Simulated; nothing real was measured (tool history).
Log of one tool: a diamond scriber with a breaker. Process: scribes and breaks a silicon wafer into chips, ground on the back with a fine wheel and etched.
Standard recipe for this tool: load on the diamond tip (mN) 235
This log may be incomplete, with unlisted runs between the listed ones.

run	day	load on the diamond tip (mN)	incoming depth of the damage left on the back of the incoming wafer, um	depth of the median crack under the scribed line (nm)	chips rejected at inspection after the break (%)
1	0.000	221	0.52	14270	1.66
# day 3.029: diamond tip replaced by a new one
2	3.154	221	0.76	14560	1.77
3	14.721	221	0.45	14970	1.53
4	16.633	265	0.37	17230	4.14
5	20.667	265	0.36	17330	3.79
6	28.325	290	0.30	18540	6.61
7	32.800	290	0.33	19290	6.77
8	35.467	290	0.63	18980	6.49
# day 37.267: diamond tip replaced by a new one
9	38.571	290	0.45	19570	7.77
# day 39.992: load on the tip recalibrated
10	42.596	203	0.72	10980	9.79
11	44.842	186	0.39	10060	14.87
12	49.038	216	0.38	11430	7.09
# day 51.971: load on the tip recalibrated, repeated, since the last time left the tool worse
13	53.446	193	0.40	12950	4.30
14	62.925	178	0.57	11720	6.91
15	64.671	221	0.45	13920	1.89
16	68.421	292	0.71	17340	4.65

What the log doesn't show, run by run:
share of the diamond tip's cutting effectiveness lost through wear, %: 0, the same for each run
H1: deviation of the load on the tip from its setpoint, %
run	H1
1	3.87
2	4.38
3	6.55
4	6.96
5	7.85
6	9.71
7	10.9
8	11.6
9	12.5
10	-19.5
11	-19.5
12	-19.4
13	-0.147
14	0.0596
15	0.132
16	0.324
